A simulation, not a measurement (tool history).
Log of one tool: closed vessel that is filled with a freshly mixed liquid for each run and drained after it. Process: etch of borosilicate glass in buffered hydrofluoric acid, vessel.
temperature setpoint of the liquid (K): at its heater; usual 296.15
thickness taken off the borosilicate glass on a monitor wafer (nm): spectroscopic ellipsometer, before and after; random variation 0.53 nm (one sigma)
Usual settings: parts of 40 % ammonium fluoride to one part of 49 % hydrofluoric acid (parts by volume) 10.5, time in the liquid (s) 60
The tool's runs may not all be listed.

| run | hour | temperature setpoint of the liquid (K) | parts of 40 % ammonium fluoride to one part of 49 % hydrofluoric acid (parts by volume) | time in the liquid (s) | wafers since the last listed run | hours since the thermometer was replaced | hours since the hydrofluoric acid flow meter was replaced | hours since the gauge calibration | read-back film thickness of the borosilicate glass reference wafer, read on the same gauge (nm) | thickness taken off the borosilicate glass on a monitor wafer (nm) |
|---|---|---|---|---|---|---|---|---|---|---|
| 1 | 0 | 296.15 | 8 | 60 | 0 | 2504.4 | 1384.5 | 531.3 | 50.02 | 74.5 |
| 2 | 56.9 | 296.15 | 8 | 60 | 7212 | 2561.3 | 1441.4 | 588.2 | 50.03 | 75.39 |
|  | 100.3 | gauge calibrated |
| 3 | 127.3 | 296.15 | 8 | 60 | 8923 | 2631.7 | 1511.8 | 27 | 49.99 | 74.68 |
| 4 | 171.9 | 298.15 | 8 | 60 | 5653 | 2676.3 | 1556.4 | 71.6 | 50 | 82.37 |
| 5 | 202.7 | 298.15 | 8 | 60 | 3904 | 2707.1 | 1587.2 | 102.4 | 49.98 | 83.58 |
| 6 | 269.1 | 296.15 | 10.5 | 60 | 8416 | 2773.5 | 1653.6 | 168.8 | 50.01 | 58.49 |
| 7 | 331.7 | 296.15 | 10.5 | 60 | 7935 | 2836.1 | 1716.2 | 231.4 | 50.05 | 57.52 |
| 8 | 384.4 | 296.15 | 12.5 | 60 | 6680 | 2888.8 | 1768.9 | 284.1 | 50 | 48.06 |
| 9 | 437.7 | 296.15 | 12.5 | 60 | 6756 | 2942.1 | 1822.2 | 337.4 | 49.97 | 48.86 |
|  | 462.9 | thermometer replaced |
| 10 | 465.8 | 296.15 | 10.5 | 60 | 3435 | 2.9 | 1850.3 | 365.5 | 49.99 | 57.91 |
|  | 503.5 | hydrofluoric acid flow meter replaced |
| 11 | 536.1 | 296.15 | 10.5 | 60 | 8784 | 73.2 | 32.6 | 435.8 | 49.94 | 64.28 |
| 12 | 605.7 | 296.15 | 8.5 | 90 | 8822 | 142.8 | 102.2 | 505.4 | 49.98 | 115.01 |
| 13 | 648.2 | 296.15 | 10.5 | 90 | 5387 | 185.3 | 144.7 | 547.9 | 50.01 | 95.61 |
| 14 | 706.2 | 296.15 | 13 | 60 | 7352 | 243.3 | 202.7 | 605.9 | 50.07 | 50.76 |
| 15 | 736.2 | 296.15 | 10.5 | 60 | 3802 | 273.3 | 232.7 | 635.9 | 49.98 | 63.08 |
| 16 | 769.5 | 291.15 | 7 | 60 | 4221 | 306.6 | 266 | 669.2 | 50 | 72.5 |
| 17 | 796.1 | 296.15 | 10.5 | 60 | 3371 | 333.2 | 292.6 | 695.8 | 50.02 | 62.17 |
|  | 831.7 | gauge calibrated |
| 18 | 859.5 | 296.15 | 6.5 | 75 | 8036 | 396.6 | 356 | 27.8 | 49.98 | 123.11 |
| 19 | 907.1 | 298.65 | 10.5 | 60 | 6033 | 444.2 | 403.6 | 75.4 | 50.01 | 72.02 |
| 20 | 973.5 | 294.65 | 9 | 75 | 8416 | 510.6 | 470 | 141.8 | 50.04 | 83.49 |
| 21 | 1024.9 | 296.15 | 10.5 | 60 | 6515 | 562 | 521.4 | 193.2 | 49.99 | 62.97 |
| 22 | 1057.5 | 296.15 | 10.5 | 45 | 4132 | 594.6 | 554 | 225.8 | 50.01 | 45.8 |

5 ways to go on from here, each from the tool as it stands after run 22. What would each give?
| A | 1058.2 | 293.65 | 10.5 | 60 | 88 | 595.3 | 554.7 | 226.5 | ? | ? |
| B | 1058.2 | 296.15 | 12 | 30 | 88 | 595.3 | 554.7 | 226.5 | ? | ? |
| C | 1058.2 | 299.65 | 13.5 | 45 | 88 | 595.3 | 554.7 | 226.5 | ? | ? |
| D | 1058.2 | 299.65 | 10.5 | 80 | 88 | 595.3 | 554.7 | 226.5 | ? | ? |
| E | 1058.2 | 296.15 | 10.5 | 40 | 88 | 595.3 | 554.7 | 226.5 | ? | ? |

| run | read-back film thickness of the borosilicate glass reference wafer, read on the same gauge (nm) | thickness taken off the borosilicate glass on a monitor wafer (nm) |
|---|---|---|
| A | 50.04 | 55.08 |
| B | 50.04 | 27.64 |
| C | 50.04 | 44.49 |
| D | 50.04 | 101.35 |
| E | 50.04 | 42.05 |
Without the tool's hidden state the same runs would have given:
| run | thickness taken off the borosilicate glass on a monitor wafer (nm) |
|---|---|
| A | 58.02 |
| B | 29.11 |
| C | 46.86 |
| D | 106.73 |
| E | 44.29 |

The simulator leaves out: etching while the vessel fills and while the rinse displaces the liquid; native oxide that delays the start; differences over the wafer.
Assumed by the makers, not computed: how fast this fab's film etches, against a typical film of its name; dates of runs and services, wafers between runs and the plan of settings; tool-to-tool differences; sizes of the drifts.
